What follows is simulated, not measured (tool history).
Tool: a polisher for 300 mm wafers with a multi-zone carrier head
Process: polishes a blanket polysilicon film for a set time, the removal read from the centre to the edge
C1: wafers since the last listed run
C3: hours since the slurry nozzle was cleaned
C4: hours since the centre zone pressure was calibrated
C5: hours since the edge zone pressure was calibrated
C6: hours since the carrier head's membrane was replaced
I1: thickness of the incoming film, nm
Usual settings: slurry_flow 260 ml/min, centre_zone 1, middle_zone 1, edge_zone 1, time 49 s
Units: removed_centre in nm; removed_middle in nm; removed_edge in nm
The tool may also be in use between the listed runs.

run 1 hour=0 | slurry_flow=260 centre_zone=1 middle_zone=0.93 edge_zone=1 time=49 | C1=0 wafers_polished_on_this_pad=2015 C3=162.8 C4=862.9 C5=324.5 C6=203.7 | I1=1948.1 | removed_centre=424.4 removed_middle=370.6 removed_edge=387.2
run 2 hour=46.9 | slurry_flow=260 centre_zone=1 middle_zone=0.93 edge_zone=1 time=49 | C1=594 wafers_polished_on_this_pad=2609 C3=209.7 C4=909.8 C5=371.4 C6=250.6 | I1=1959.1 | removed_centre=429.3 removed_middle=370.6 removed_edge=394
-- hour=113.9 centre zone pressure recalibrated
run 3 hour=114.4 | slurry_flow=260 centre_zone=1 middle_zone=0.93 edge_zone=1 time=49 | C1=829 wafers_polished_on_this_pad=3439 C3=277.2 C4=0.5 C5=438.9 C6=318.1 | I1=1970.3 | removed_centre=394.3 removed_middle=359.8 removed_edge=392
run 4 hour=159.1 | slurry_flow=260 centre_zone=1 middle_zone=1 edge_zone=1 time=49 | C1=566 wafers_polished_on_this_pad=4005 C3=321.9 C4=45.2 C5=483.6 C6=362.8 | I1=1968.5 | removed_centre=391.4 removed_middle=385.1 removed_edge=396.2
run 5 hour=206.2 | slurry_flow=260 centre_zone=0.95 middle_zone=1 edge_zone=1 time=49 | C1=596 wafers_polished_on_this_pad=4602 C3=369 C4=92.3 C5=530.7 C6=409.9 | I1=1959 | removed_centre=370.8 removed_middle=395.6 removed_edge=392.3
-- hour=246.9 worn pad replaced by a new one
run 6 hour=267.4 | slurry_flow=260 centre_zone=1 middle_zone=1 edge_zone=1 time=49 | C1=724 wafers_polished_on_this_pad=259 C3=430.2 C4=153.5 C5=591.9 C6=471.1 | I1=1980.6 | removed_centre=390.6 removed_middle=390.2 removed_edge=390.2
run 7 hour=323.3 | slurry_flow=180 centre_zone=1 middle_zone=1 edge_zone=1 time=43 | C1=708 wafers_polished_on_this_pad=968 C3=486.1 C4=209.4 C5=647.8 C6=527 | I1=2005.9 | removed_centre=321.2 removed_middle=328.4 removed_edge=334
run 8 hour=371.1 | slurry_flow=260 centre_zone=1.08 middle_zone=0.92 edge_zone=1 time=49 | C1=605 wafers_polished_on_this_pad=1573 C3=533.9 C4=257.2 C5=695.6 C6=574.8 | I1=2001 | removed_centre=420.7 removed_middle=373.2 removed_edge=386.6
run 9 hour=473.7 | slurry_flow=260 centre_zone=1 middle_zone=1.06 edge_zone=1 time=57 | C1=1299 wafers_polished_on_this_pad=2873 C3=636.5 C4=359.8 C5=798.2 C6=677.4 | I1=2004.6 | removed_centre=461.2 removed_middle=486.5 removed_edge=459.8
run 10 hour=539.1 | slurry_flow=215 centre_zone=1 middle_zone=1 edge_zone=1.07 time=49 | C1=828 wafers_polished_on_this_pad=3701 C3=701.9 C4=425.2 C5=863.6 C6=742.8 | I1=1971.8 | removed_centre=381.1 removed_middle=372.1 removed_edge=389.3
-- hour=561.4 carrier head's membrane replaced by a new one
run 11 hour=571.3 | slurry_flow=260 centre_zone=1 middle_zone=1 edge_zone=1 time=49 | C1=344 wafers_polished_on_this_pad=4046 C3=734.1 C4=457.4 C5=895.8 C6=9.9 | I1=1976.6 | removed_centre=390.4 removed_middle=391.2 removed_edge=391.8

Run 12 comes next. What will it give?
run 12 hour=632.8 | slurry_flow=260 centre_zone=0.95 middle_zone=1.07 edge_zone=0.91 time=49 | C1=779 wafers_polished_on_this_pad=4825 C3=795.6 C4=518.9 C5=957.3 C6=71.4 | I1=1964.4 | removed_centre=? removed_middle=? removed_edge=?

Run 12 gave removed_centre 386.4 nm, removed_middle 411.9 nm, removed_edge 375.4 nm.
Without the tool's hidden state the same run would have given removed_centre 375.3 nm, removed_middle 411.9 nm, removed_edge 375.4 nm.
